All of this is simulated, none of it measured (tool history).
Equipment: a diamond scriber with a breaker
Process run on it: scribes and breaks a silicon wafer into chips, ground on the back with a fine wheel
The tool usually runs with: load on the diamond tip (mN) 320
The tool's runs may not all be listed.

run    hour  load on the diamond tip (mN)  wafers since the last listed run  hours since the diamond tip was replaced  hours since the load on the tip was calibrated  incoming depth of the damage left on the back of the incoming wafer, um  depth of the median crack under the scribed line (µm)  chips rejected at inspection after the break (%)
  1       0                           320                                 0                                     883.5                                          1208.9                                                                     2.43                                                   10.5                                              3.86
  2    58.9                           320                               136                                     942.4                                          1267.8                                                                     1.67                                                  10.51                                              3.48
  3   126.2                           320                               156                                    1009.7                                          1335.1                                                                      1.5                                                  10.55                                              3.11
  4   171.4                           320                               104                                    1054.9                                          1380.3                                                                     2.17                                                  10.51                                              3.74
      189.3  -- diamond tip replaced by a new one
  5   214.7                           320                                95                                      25.4                                          1423.6                                                                     1.59                                                  10.43                                              3.46
  6   372.1                           320                               365                                     182.8                                            1581                                                                     1.81                                                  10.07                                              3.57
  7   400.2                           320                                65                                     210.9                                          1609.1                                                                     1.52                                                  10.03                                              3.48
  8   444.9                           300                               103                                     255.6                                          1653.8                                                                     2.05                                                   9.64                                              6.37
  9   506.1                           341                               142                                     316.8                                            1715                                                                     1.51                                                  10.51                                              3.01
 10     551                           320                               104                                     361.7                                          1759.9                                                                     2.52                                                  10.02                                               5.3
 11   606.2                           320                               128                                     416.9                                          1815.1                                                                     1.78                                                  10.01                                               4.5
        611  -- load on the tip recalibrated
 12   632.1                           320                                55                                     442.8                                            21.1                                                                     1.93                                                  11.44                                              2.04
 13   690.1                           367                               134                                     500.8                                            79.1                                                                     2.41                                                  12.68                                               3.5
 14   744.2                           356                               125                                     554.9                                           133.2                                                                     2.22                                                  12.39                                              2.99
 15   786.5                           356                                98                                     597.2                                           175.5                                                                      2.2                                                  12.36                                              2.66
 16   834.8                           393                               112                                     645.5                                           223.8                                                                     2.97                                                   13.4                                              5.38
 17   883.4                           393                               112                                     694.1                                           272.4                                                                     2.89                                                  13.33                                              5.19
 18   935.7                           375                               121                                     746.4                                           324.7                                                                     1.95                                                   12.6                                              3.42
 19   974.9                           385                                91                                     785.6                                           363.9                                                                     1.79                                                  12.99                                              3.28
 20  1017.5                           385                                98                                     828.2                                           406.5                                                                     1.79                                                  13.04                                              3.76
 21  1083.8                           254                               153                                     894.5                                           472.8                                                                     2.42                                                   9.11                                              8.82
 22  1135.5                           320                               120                                     946.2                                           524.5                                                                     2.42                                                  11.14                                              2.97
 23  1175.3                           362                                92                                       986                                           564.3                                                                     2.34                                                  12.25                                              3.15
 24  1244.8                           263                               161                                    1055.5                                           633.8                                                                     2.47                                                   9.33                                              7.62
 25    1286                           232                                95                                    1096.7                                             675                                                                     2.83                                                   8.36                                             13.79
 26  1354.3                           395                               158                                      1165                                           743.3                                                                     1.65                                                  12.87                                              3.83
 27    1408                           378                               124                                    1218.7                                             797                                                                     2.22                                                  12.33                                                 3
 28  1444.3                           320                                84                                      1255                                           833.3                                                                     2.39                                                  10.98                                              3.37
     1472.8  -- diamond tip replaced by a new one
 29  1501.8                           254                               128                                        29                                           890.8                                                                     2.76                                                   8.75                                             10.64
 30  1548.7                           380                               108                                      75.9                                           937.7                                                                     1.63                                                  12.15                                              2.66
 31    1582                           365                                77                                     109.2                                             971                                                                     2.74                                                   11.7                                              3.04
 32  1633.8                           231                               120                                       161                                          1022.8                                                                     2.13                                                   8.22                                             12.84
 33  1661.5                           281                                64                                     188.7                                          1050.5                                                                     1.79                                                   9.68                                              5.71
 34  1709.5                           252                               111                                     236.7                                          1098.5                                                                     2.63                                                   8.75                                             11.19
 35  1765.3                           237                               129                                     292.5                                          1154.3                                                                     2.77                                                   8.16                                             15.89
 36  1794.9                           371                                68                                     322.1                                          1183.9                                                                     2.81                                                  11.99                                              2.95
 37  1841.9                           354                               109                                     369.1                                          1230.9                                                                     2.24                                                  11.38                                                 3
 38  1883.5                           407                                96                                     410.7                                          1272.5                                                                     2.78                                                  12.81                                              4.33
 39  1922.7                           320                                91                                     449.9                                          1311.7                                                                     2.88                                                  10.38                                              4.31
 40  1991.9                           348                               160                                     519.1                                          1380.9                                                                     2.72                                                  11.34                                              3.12

Take each entry between the runs: how does the hidden state at the last listed run before it differ from the hidden state at the first listed run after it?
Logged between run 4 and run 5: diamond tip replaced by a new one (hour 189.3)
  deviation of the load on the tip from its setpoint, %: -11.2 -> -11.6
  difference, measured minus the result without the unlogged condition, depth of the median crack under the scribed line (µm): -1.1 -> -1.13; chips rejected at inspection after the break (%): +1.2 -> +1.19
Logged between run 11 and run 12: load on the tip recalibrated (hour 611)
  deviation of the load on the tip from its setpoint, %: -14.5 -> -0.0215
  difference, measured minus the result without the unlogged condition, depth of the median crack under the scribed line (µm): -1.4 -> +0; chips rejected at inspection after the break (%): +2.05 -> +0
Logged between run 28 and run 29: diamond tip replaced by a new one (hour 1472.8)
  deviation of the load on the tip from its setpoint, %: -6.14 -> -6.58
  difference, measured minus the result without the unlogged condition, depth of the median crack under the scribed line (µm): -0.59 -> -0.5; chips rejected at inspection after the break (%): +0.45 -> +2.75
